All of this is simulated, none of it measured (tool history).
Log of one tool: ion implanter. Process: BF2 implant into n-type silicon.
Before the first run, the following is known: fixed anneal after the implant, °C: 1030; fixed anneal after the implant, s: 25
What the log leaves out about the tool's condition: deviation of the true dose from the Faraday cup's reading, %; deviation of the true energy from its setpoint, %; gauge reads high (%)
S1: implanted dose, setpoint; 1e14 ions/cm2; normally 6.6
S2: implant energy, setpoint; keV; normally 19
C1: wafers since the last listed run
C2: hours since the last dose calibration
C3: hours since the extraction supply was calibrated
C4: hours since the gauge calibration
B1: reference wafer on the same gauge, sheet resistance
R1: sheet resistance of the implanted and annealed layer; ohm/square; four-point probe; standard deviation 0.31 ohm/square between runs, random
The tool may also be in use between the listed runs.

run 1 hour=0 | S1=6.6 S2=20.5 | C1=0 C2=596.2 C3=4498 C4=10.3 | B1=233 | R1=199.97
run 2 hour=84.8 | S1=6.6 S2=20.5 | C1=811 C2=681 C3=4582.8 C4=95.1 | B1=233 | R1=199.85
run 3 hour=177.7 | S1=7.02 S2=19 | C1=889 C2=773.9 C3=4675.7 C4=188 | B1=232.98 | R1=193.84
run 4 hour=228.5 | S1=7.02 S2=19 | C1=486 C2=824.7 C3=4726.5 C4=238.8 | B1=233.02 | R1=193.91
run 5 hour=278 | S1=7.02 S2=19 | C1=473 C2=874.2 C3=4776 C4=288.3 | B1=232.99 | R1=193.02
run 6 hour=372.2 | S1=7.64 S2=21.5 | C1=901 C2=968.4 C3=4870.2 C4=382.5 | B1=233.05 | R1=177.64
run 7 hour=433.5 | S1=7.64 S2=21.5 | C1=586 C2=1029.7 C3=4931.5 C4=443.8 | B1=233.08 | R1=177.64
run 8 hour=469.9 | S1=6.6 S2=15.5 | C1=348 C2=1066.1 C3=4967.9 C4=480.2 | B1=233.02 | R1=210.24
run 9 hour=507.2 | S1=6.6 S2=16.5 | C1=357 C2=1103.4 C3=5005.2 C4=517.5 | B1=232.97 | R1=207.12
run 10 hour=573.7 | S1=6.6 S2=16.5 | C1=636 C2=1169.9 C3=5071.7 C4=584 | B1=233.04 | R1=206.51
run 11 hour=675.1 | S1=6.6 S2=19 | C1=970 C2=1271.3 C3=5173.1 C4=685.4 | B1=233 | R1=200.75
run 12 hour=772.5 | S1=7.5 S2=15.5 | C1=932 C2=1368.7 C3=5270.5 C4=782.8 | B1=232.93 | R1=192.69
run 13 hour=817.1 | S1=6.6 S2=19 | C1=426 C2=1413.3 C3=5315.1 C4=827.4 | B1=233.05 | R1=200.3
-- hour=997.3 Faraday cup replaced and dose calibrated
-- hour=1085.2 extraction supply calibrated
-- hour=1113.3 gauge calibrated
run 14 hour=1116.6 | S1=6.07 S2=15.5 | C1=2713 C2=119.3 C3=31.4 C4=3.3 | B1=232.96 | R1=225.7
run 15 hour=1195.2 | S1=5.92 S2=21.5 | C1=752 C2=197.9 C3=110 C4=81.9 | B1=232.98 | R1=216.68
run 16 hour=1244.2 | S1=7.41 S2=24 | C1=468 C2=246.9 C3=159 C4=130.9 | B1=233.03 | R1=179.55
run 17 hour=1342.8 | S1=8.35 S2=21.5 | C1=943 C2=345.5 C3=257.6 C4=229.5 | B1=232.95 | R1=169.36
run 18 hour=1403 | S1=5.58 S2=21.5 | C1=576 C2=405.7 C3=317.8 C4=289.7 | B1=233.08 | R1=225.96
run 19 hour=1467.1 | S1=7.5 S2=15.5 | C1=613 C2=469.8 C3=381.9 C4=353.8 | B1=233 | R1=195.23
run 20 hour=1567.3 | S1=7.33 S2=12.5 | C1=959 C2=570 C3=482.1 C4=454 | B1=232.97 | R1=208.67
run 21 hour=1719.9 | S1=4.93 S2=12.5 | C1=1460 C2=722.6 C3=634.7 C4=606.6 | B1=232.94 | R1=272.73
run 22 hour=1768.5 | S1=6.6 S2=19 | C1=465 C2=771.2 C3=683.3 C4=655.2 | B1=232.94 | R1=203.18

Consider 3 possible next runs. They are alternatives, not a sequence: every one starts from the tool as it was left by run 22. What does each give?
run A hour=1768.9 | S1=7.63 S2=19 | C1=3 C2=771.6 C3=683.7 C4=655.6 | B1=? | R1=?
run B hour=1768.9 | S1=4.88 S2=19 | C1=3 C2=771.6 C3=683.7 C4=655.6 | B1=? | R1=?
run C hour=1768.9 | S1=4.91 S2=13.5 | C1=3 C2=771.6 C3=683.7 C4=655.6 | B1=? | R1=?

run=A B1=233.05 R1=184.2
run=B B1=233.05 R1=254.88
run=C B1=233.05 R1=268.95
Without the tool's hidden state the same runs would have given:
run=A R1=184.97
run=B R1=256.17
run=C R1=270.21
